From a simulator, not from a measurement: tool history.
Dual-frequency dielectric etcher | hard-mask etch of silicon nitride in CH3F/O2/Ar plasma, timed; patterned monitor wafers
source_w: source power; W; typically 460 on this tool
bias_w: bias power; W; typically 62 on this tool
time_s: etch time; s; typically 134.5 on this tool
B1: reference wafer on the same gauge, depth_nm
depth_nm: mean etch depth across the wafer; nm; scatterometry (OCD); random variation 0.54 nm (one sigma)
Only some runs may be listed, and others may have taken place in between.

Run 1, hour 0.0: usual settings but source_w 490 W, time_s 114.5 s; B1 81.5. Result: depth_nm 81.6 nm.
Run 2, hour 20.4: usual settings but source_w 490 W, time_s 114.5 s; B1 81.6. Result: depth_nm 82.0 nm.
Run 3, hour 41.6: usual settings; B1 81.5. Result: depth_nm 91.9 nm.
Run 4, hour 67.4: usual settings; B1 81.4. Result: depth_nm 92.8 nm.
Run 5, hour 114.6: usual settings; B1 81.3. Result: depth_nm 92.0 nm.
Run 6, hour 138.0: usual settings; B1 81.5. Result: depth_nm 93.1 nm.
Run 7, hour 152.7: usual settings; B1 81.4. Result: depth_nm 93.2 nm.
Run 8, hour 187.3: usual settings but source_w 400 W, bias_w 49 W; B1 81.4. Result: depth_nm 76.5 nm.
Run 9, hour 207.6: usual settings but source_w 400 W, bias_w 49 W; B1 81.6. Result: depth_nm 75.7 nm.
At hour 215.4: bias power generator calibrated.
At hour 218.6: gauge calibrated.
Run 10, hour 239.6: usual settings; B1 81.6. Result: depth_nm 93.9 nm.
Run 11, hour 264.2: usual settings; B1 81.6. Result: depth_nm 92.8 nm.
At hour 283.8: source power generator calibrated.
Run 12, hour 291.8: usual settings but source_w 390 W, time_s 94.0 s; B1 81.5. Result: depth_nm 58.5 nm.
At hour 333.8: upper electrode replaced.
Run 13, hour 334.3: usual settings but source_w 360 W, bias_w 78 W; B1 81.5. Result: depth_nm 87.6 nm.
At hour 366.4: wet clean of the chamber.
Run 14, hour 366.9: usual settings but bias_w 55 W; B1 81.5. Result: depth_nm 85.8 nm.
Run 15, hour 368.2: usual settings but time_s 116.0 s; B1 81.6. Result: depth_nm 78.6 nm.
Run 16, hour 393.4: usual settings; B1 81.6. Result: depth_nm 90.7 nm.
Run 17, hour 419.1: usual settings but source_w 370 W, time_s 148.0 s; B1 81.3. Result: depth_nm 86.5 nm.
Run 18, hour 447.7: usual settings but source_w 360 W, time_s 166.5 s; B1 81.4. Result: depth_nm 96.2 nm.
Run 19, hour 464.3: usual settings but source_w 570 W, bias_w 72 W, time_s 122.5 s; B1 81.6. Result: depth_nm 100.7 nm.
At hour 489.9: gauge calibrated.
Run 20, hour 495.9: usual settings but source_w 420 W, bias_w 51 W; B1 81.4. Result: depth_nm 77.8 nm.

Consider 3 possible next runs. They are alternatives, not a sequence: every one starts from the tool as it was left by run 20. What does each give?
Run A, hour 496.4: usual settings; B1 ?. Result: depth_nm ?.
Run B, hour 496.4: usual settings but source_w 570 W; B1 ?. Result: depth_nm ?.
Run C, hour 496.4: usual settings but source_w 560 W, bias_w 57 W, time_s 150.5 s; B1 ?. Result: depth_nm ?.

run    B1  depth_nm
  A  81.6      90.8
  B  81.6     102.9
  C  81.6     109.8
What these runs would have given with no unlogged condition in the tool:
run  depth_nm
  A      90.4
  B     102.5
  C     109.3

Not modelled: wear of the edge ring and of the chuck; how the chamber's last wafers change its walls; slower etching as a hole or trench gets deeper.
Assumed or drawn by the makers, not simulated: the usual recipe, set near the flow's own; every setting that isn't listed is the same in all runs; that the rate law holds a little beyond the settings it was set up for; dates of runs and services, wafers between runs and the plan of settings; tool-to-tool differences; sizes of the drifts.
